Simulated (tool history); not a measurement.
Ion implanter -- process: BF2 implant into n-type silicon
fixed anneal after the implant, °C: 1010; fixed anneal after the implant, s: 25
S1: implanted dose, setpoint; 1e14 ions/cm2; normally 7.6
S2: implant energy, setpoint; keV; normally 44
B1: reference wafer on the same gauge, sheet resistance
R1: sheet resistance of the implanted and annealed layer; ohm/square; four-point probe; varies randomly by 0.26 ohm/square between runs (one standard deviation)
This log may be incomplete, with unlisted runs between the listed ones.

Run 1, hour 0: usual settings but S2 48.5 keV; B1 177.02. Result: R1 174.41 ohm/square.
Run 2, hour 16.3: usual settings; B1 176.95. Result: R1 176.94 ohm/square.
Run 3, hour 26.4: usual settings; B1 177.04. Result: R1 176.82 ohm/square.
Run 4, hour 39.4: usual settings; B1 176.98. Result: R1 176.7 ohm/square.
Run 5, hour 46.2: usual settings; B1 176.9. Result: R1 177.22 ohm/square.
Run 6, hour 54.4: usual settings; B1 177.13. Result: R1 176.66 ohm/square.
Run 7, hour 65.1: usual settings but S1 8.52 1e14 ions/cm2, S2 49.5 keV; B1 177.04. Result: R1 159.08 ohm/square.
Run 8, hour 72.5: usual settings; B1 176.92. Result: R1 177.27 ohm/square.
Run 9, hour 88.1: usual settings; B1 176.95. Result: R1 177.41 ohm/square.
Run 10, hour 103.8: usual settings; B1 177.15. Result: R1 177.21 ohm/square.
Run 11, hour 140.6: usual settings; B1 176.95. Result: R1 170.59 ohm/square.
Run 12, hour 148.1: usual settings; B1 177.1. Result: R1 171.45 ohm/square.
Run 13, hour 162.7: usual settings but S1 5.59 1e14 ions/cm2, S2 50 keV; B1 176.95. Result: R1 217.8 ohm/square.
Run 14, hour 171.7: usual settings; B1 177.05. Result: R1 172.14 ohm/square.
Run 15, hour 179.1: usual settings but S1 6.2 1e14 ions/cm2, S2 50.5 keV; B1 176.85. Result: R1 200.03 ohm/square.
Run 16, hour 188.8: usual settings but S1 5.54 1e14 ions/cm2, S2 32 keV; B1 177.06. Result: R1 231.92 ohm/square.
Run 17, hour 200.6: usual settings but S1 8.79 1e14 ions/cm2, S2 53.5 keV; B1 177.09. Result: R1 149.92 ohm/square.
Run 18, hour 208.1: usual settings but S1 9.22 1e14 ions/cm2, S2 53.5 keV; B1 177. Result: R1 144.42 ohm/square.
Run 19, hour 224.7: usual settings but S1 9.18 1e14 ions/cm2, S2 48.5 keV; B1 177.05. Result: R1 147.9 ohm/square.
Run 20, hour 243.5: usual settings but S1 9.28 1e14 ions/cm2, S2 54.5 keV; B1 177.08. Result: R1 143.98 ohm/square.
Run 21, hour 253.5: usual settings but S1 5.54 1e14 ions/cm2, S2 32 keV; B1 177.08. Result: R1 234.4 ohm/square.
Run 22, hour 270.6: usual settings but S1 8.4 1e14 ions/cm2, S2 53.5 keV; B1 177.06. Result: R1 156.15 ohm/square.

Removed from this log: 3 entries logged between the listed runs. Between which two listed runs does each belong, and how does the tool's hidden state at the listed run before it compare with that at the listed run after it?
Logged between run 10 and run 11: gauge calibrated (hour 132.2); Faraday cup replaced and dose calibrated (hour 138.7)
  deviation of the true dose from the Faraday cup's reading, %: -4.44 -> -0.0121
  measured less the result without the state, R1: +6.07 -> +0.02 ohm/square
Logged between run 16 and run 17: extraction supply calibrated (hour 197.8)
  deviation of the true dose from the Faraday cup's reading, %: -1.02 -> -1.24
  measured less the result without the state, R1: +1.88 -> +1.42 ohm/square
